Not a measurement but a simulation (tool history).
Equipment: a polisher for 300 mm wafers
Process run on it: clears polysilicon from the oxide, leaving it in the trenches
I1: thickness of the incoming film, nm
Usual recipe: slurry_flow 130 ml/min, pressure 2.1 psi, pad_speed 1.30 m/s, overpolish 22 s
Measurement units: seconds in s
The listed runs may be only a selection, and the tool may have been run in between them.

{"run": 1, "day": 0.0, "slurry_flow": 130, "pressure": 2.1, "pad_speed": 1.3, "overpolish": 22, "I1": 492.0, "seconds": 38.2}
{"day": 0.271, "done": "worn pad replaced by a new one"}
{"run": 2, "day": 0.292, "slurry_flow": 130, "pressure": 2.1, "pad_speed": 1.3, "overpolish": 22, "I1": 490.5, "seconds": 37.2}
{"run": 3, "day": 0.808, "slurry_flow": 130, "pressure": 2.1, "pad_speed": 1.3, "overpolish": 22, "I1": 493.9, "seconds": 37.5}
{"run": 4, "day": 1.246, "slurry_flow": 130, "pressure": 2.1, "pad_speed": 1.3, "overpolish": 22, "I1": 498.0, "seconds": 38.5}
{"run": 5, "day": 1.738, "slurry_flow": 130, "pressure": 2.1, "pad_speed": 1.3, "overpolish": 30, "I1": 494.3, "seconds": 38.0}
{"run": 6, "day": 2.392, "slurry_flow": 130, "pressure": 2.1, "pad_speed": 1.3, "overpolish": 30, "I1": 488.8, "seconds": 38.3}
{"day": 2.662, "done": "worn pad replaced by a new one"}
{"run": 7, "day": 3.696, "slurry_flow": 130, "pressure": 2.1, "pad_speed": 1.08, "overpolish": 22, "I1": 490.0, "seconds": 45.9}
{"run": 8, "day": 4.1, "slurry_flow": 145, "pressure": 2.1, "pad_speed": 1.3, "overpolish": 22, "I1": 489.4, "seconds": 39.0}
{"run": 9, "day": 4.579, "slurry_flow": 130, "pressure": 2.1, "pad_speed": 1.3, "overpolish": 22, "I1": 488.8, "seconds": 39.0}
{"run": 10, "day": 4.929, "slurry_flow": 130, "pressure": 2.1, "pad_speed": 1.3, "overpolish": 22, "I1": 489.6, "seconds": 38.7}
{"day": 5.321, "done": "worn pad replaced by a new one"}
{"run": 11, "day": 5.388, "slurry_flow": 130, "pressure": 2.1, "pad_speed": 1.3, "overpolish": 22, "I1": 492.8, "seconds": 40.1}
{"day": 5.667, "done": "slurry nozzle cleaned"}
{"run": 12, "day": 5.954, "slurry_flow": 130, "pressure": 2.6, "pad_speed": 1.3, "overpolish": 22, "I1": 496.5, "seconds": 28.1}
{"run": 13, "day": 6.292, "slurry_flow": 130, "pressure": 2.1, "pad_speed": 1.3, "overpolish": 22, "I1": 491.3, "seconds": 35.4}
{"run": 14, "day": 6.688, "slurry_flow": 150, "pressure": 1.8, "pad_speed": 0.92, "overpolish": 13, "I1": 487.7, "seconds": 54.2}
{"run": 15, "day": 7.104, "slurry_flow": 130, "pressure": 2.5, "pad_speed": 0.9, "overpolish": 22, "I1": 495.7, "seconds": 41.6}
{"day": 7.504, "done": "worn pad replaced by a new one"}
{"run": 16, "day": 7.525, "slurry_flow": 130, "pressure": 2.1, "pad_speed": 0.94, "overpolish": 22, "I1": 490.4, "seconds": 47.8}
{"run": 17, "day": 7.908, "slurry_flow": 130, "pressure": 2.3, "pad_speed": 1.3, "overpolish": 10, "I1": 489.4, "seconds": 32.5}
{"run": 18, "day": 8.296, "slurry_flow": 85, "pressure": 2.1, "pad_speed": 1.3, "overpolish": 22, "I1": 494.0, "seconds": 42.0}
{"day": 9.304, "done": "head pressure recalibrated"}
{"day": 10.242, "done": "worn pad replaced by a new one"}
{"run": 19, "day": 10.254, "slurry_flow": 85, "pressure": 2.1, "pad_speed": 1.3, "overpolish": 22, "I1": 481.2, "seconds": 41.8}
{"run": 20, "day": 10.821, "slurry_flow": 105, "pressure": 2.1, "pad_speed": 1.0, "overpolish": 22, "I1": 493.2, "seconds": 48.9}
{"run": 21, "day": 11.112, "slurry_flow": 150, "pressure": 2.1, "pad_speed": 1.3, "overpolish": 22, "I1": 490.9, "seconds": 35.2}

The next listed run, before its measurement:
{"run": 22, "day": 11.779, "slurry_flow": 160, "pressure": 2.1, "pad_speed": 1.48, "overpolish": 34, "I1": 492.4, "seconds": "?"}

{"run 22": {"seconds": 31.2}}
Without the tool's hidden state the same run would have given seconds 29.8 s.
